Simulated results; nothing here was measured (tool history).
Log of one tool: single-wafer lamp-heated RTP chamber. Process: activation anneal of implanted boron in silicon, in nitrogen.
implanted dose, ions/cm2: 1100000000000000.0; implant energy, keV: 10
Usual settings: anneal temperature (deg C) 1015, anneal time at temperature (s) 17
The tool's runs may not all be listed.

run,hour,anneal temperature (deg C),anneal time at temperature (s),"read-back reference wafer on the same gauge, sheet resistance",sheet resistance of the implanted and annealed layer (ohm/square)
1,0.0,1015,12,135.27,121.76
2,87.9,1015,12,135.02,120.33
3,102.0,1015,17,134.93,120.03
4,135.9,1015,17,135.12,119.13
5,149.1,1027,17,134.92,115.71
6,173.1,1027,17,134.63,116.53
7,186.9,1027,17,134.61,116.59
8,212.5,1015,20,134.56,118.22
9,225.7,1015,20,134.31,117.49
10,238.8,1015,17,134.23,117.79
# hour 249.5: reflector plate cleaned
11,260.3,1015,21,134.24,117.13
12,286.5,1015,21,134.26,118.03
13,306.3,1015,17,133.84,118.26
14,334.1,1015,17,133.95,118.40
15,361.1,1015,17,133.59,117.26

Forecast run 16:
16,386.9,1015,17,?,?

read-back reference wafer on the same gauge, sheet resistance: 133.22
sheet resistance of the implanted and annealed layer (ohm/square): 117.73
Without the tool's hidden state the same run would have given sheet resistance of the implanted and annealed layer (ohm/square) 120.17.

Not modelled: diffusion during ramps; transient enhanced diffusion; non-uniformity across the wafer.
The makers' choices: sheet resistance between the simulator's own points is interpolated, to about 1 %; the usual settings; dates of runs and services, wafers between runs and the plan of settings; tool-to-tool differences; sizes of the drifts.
